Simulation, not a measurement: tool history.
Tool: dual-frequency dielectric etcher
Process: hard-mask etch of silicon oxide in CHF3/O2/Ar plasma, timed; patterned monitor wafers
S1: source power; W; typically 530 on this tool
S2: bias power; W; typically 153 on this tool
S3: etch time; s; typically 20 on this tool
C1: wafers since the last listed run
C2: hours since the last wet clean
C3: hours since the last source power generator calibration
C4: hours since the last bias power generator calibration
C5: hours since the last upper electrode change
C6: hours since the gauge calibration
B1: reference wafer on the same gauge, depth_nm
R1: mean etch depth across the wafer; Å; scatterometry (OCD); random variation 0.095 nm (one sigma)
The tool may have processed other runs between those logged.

run	hour	S1	S2	S3	C1	C2	C3	C4	C5	C6	B1	R1
1	0	530	182	20	0	362	2889.9	3831	3582	240.1	30.09	355.1
2	10.4	610	153	22.5	233	372.4	2900.3	3841.4	3592.4	250.5	30.08	405.3
3	26.6	610	153	22.5	364	388.6	2916.5	3857.6	3608.6	266.7	30.12	404.7
4	41.8	610	153	22.5	341	403.8	2931.7	3872.8	3623.8	281.9	30.12	404.2
5	52.8	530	153	20	247	414.8	2942.7	3883.8	3634.8	292.9	30.09	333.3
6	61.8	530	153	20	202	423.8	2951.7	3892.8	3643.8	301.9	30.12	333.5
7	77.4	530	153	20	350	439.4	2967.3	3908.4	3659.4	317.5	30.08	334.5
8	93.3	530	153	17	357	455.3	2983.2	3924.3	3675.3	333.4	30.07	284.1
# hour 94.5: gauge calibrated
9	101.4	530	142	20	182	463.4	2991.3	3932.4	3683.4	6.9	30.12	325.8
10	110.4	530	142	20	202	472.4	3000.3	3941.4	3692.4	15.9	30.08	325
11	117.6	470	119	26	161	479.6	3007.5	3948.6	3699.6	23.1	30.08	376.1
12	131.1	530	132	18.5	303	493.1	3021	3962.1	3713.1	36.6	30.13	294.4
# hour 161.5: bias power generator calibrated
# hour 168.4: wet clean of the chamber
# hour 174.3: source power generator calibrated
13	174.8	530	153	20	647	6.4	0.5	13.3	3756.8	80.3	30.11	345.7
# hour 204.4: upper electrode replaced
14	204.9	580	171	17.5	137	36.5	30.6	43.4	0.5	110.4	30.08	326.1
15	205.2	530	153	20	6	36.8	30.9	43.7	0.8	110.7	30.12	343.9
16	212.6	530	153	20	166	44.2	38.3	51.1	8.2	118.1	30.08	342.7
17	230.2	490	153	15	395	61.8	55.9	68.7	25.8	135.7	30.09	247.2
18	237.1	530	153	21.5	155	68.7	62.8	75.6	32.7	142.6	30.06	368
19	243.7	470	153	20	148	75.3	69.4	82.2	39.3	149.2	30.13	323
20	250	530	153	20	141	81.6	75.7	88.5	45.6	155.5	30.12	343
21	257.3	570	187	18.5	164	88.9	83	95.8	52.9	162.8	30.13	349

Each row is a separate what-if for the run after 21, all from the same tool condition, not one after another. Results?
A	257.7	530	153	20	8	89.3	83.4	96.2	53.3	163.2	?	?
B	257.7	470	128	22.5	8	89.3	83.4	96.2	53.3	163.2	?	?
C	257.7	530	140	20	8	89.3	83.4	96.2	53.3	163.2	?	?

run	B1	R1
A	30.09	342.8
B	30.09	342.7
C	30.09	333.6
Without the tool's unlogged condition, the same runs would have read:
run	R1
A	344.8
B	344.7
C	335.5
